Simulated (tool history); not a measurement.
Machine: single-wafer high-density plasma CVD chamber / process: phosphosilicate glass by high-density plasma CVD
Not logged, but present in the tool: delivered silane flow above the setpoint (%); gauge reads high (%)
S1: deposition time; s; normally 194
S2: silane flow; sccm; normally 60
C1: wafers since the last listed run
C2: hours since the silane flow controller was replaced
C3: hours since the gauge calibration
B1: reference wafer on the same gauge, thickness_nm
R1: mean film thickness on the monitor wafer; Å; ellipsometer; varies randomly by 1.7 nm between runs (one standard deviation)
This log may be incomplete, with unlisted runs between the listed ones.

run,hour,S1,S2,C1,C2,C3,B1,R1
1,0.0,173,54,0,2153.6,2.3,1129.930,9911.62
2,15.5,173,54,171,2169.1,17.8,1129.724,9927.59
3,23.0,194,60,82,2176.6,25.3,1130.291,12198.36
4,40.6,194,60,194,2194.2,42.9,1130.302,12195.26
5,56.2,194,64,172,2209.8,58.5,1129.636,12904.38
6,99.2,194,60,475,2252.8,101.5,1130.461,12203.14
7,108.4,194,56,101,2262.0,110.7,1129.828,11505.25
8,121.9,194,56,149,2275.5,124.2,1130.117,11513.51
9,131.2,207,56,102,2284.8,133.5,1129.809,12276.06
10,139.2,194,60,88,2292.8,141.5,1130.231,12231.55
11,147.9,194,60,96,2301.5,150.2,1129.864,12236.58
# hour 160.1: silane flow controller replaced
12,160.6,159,60,51,0.5,162.9,1129.680,9455.84
# hour 161.4: gauge calibrated
13,164.2,162,72,39,4.1,2.8,1129.560,11315.61
14,187.9,216,55,262,27.8,26.5,1130.006,11913.37
15,202.5,177,66,161,42.4,41.1,1130.206,11476.28
16,208.8,194,60,69,48.7,47.4,1130.468,11527.10

Each row is a separate what-if for the run after 16, all from the same tool condition, not one after another. Results?
A,209.3,163,60,5,49.2,47.9,?,?
B,209.3,175,54,5,49.2,47.9,?,?
C,209.3,163,51,5,49.2,47.9,?,?
D,209.3,219,49,5,49.2,47.9,?,?

run,B1,R1
A,1130.426,9696.12
B,1130.426,9499.75
C,1130.426,8424.45
D,1130.426,10939.06
The same runs, with their run-to-run variation unchanged, on a tool lacking any hidden condition would have given:
run,R1
A,9745.65
B,9548.28
C,8467.48
D,10994.93
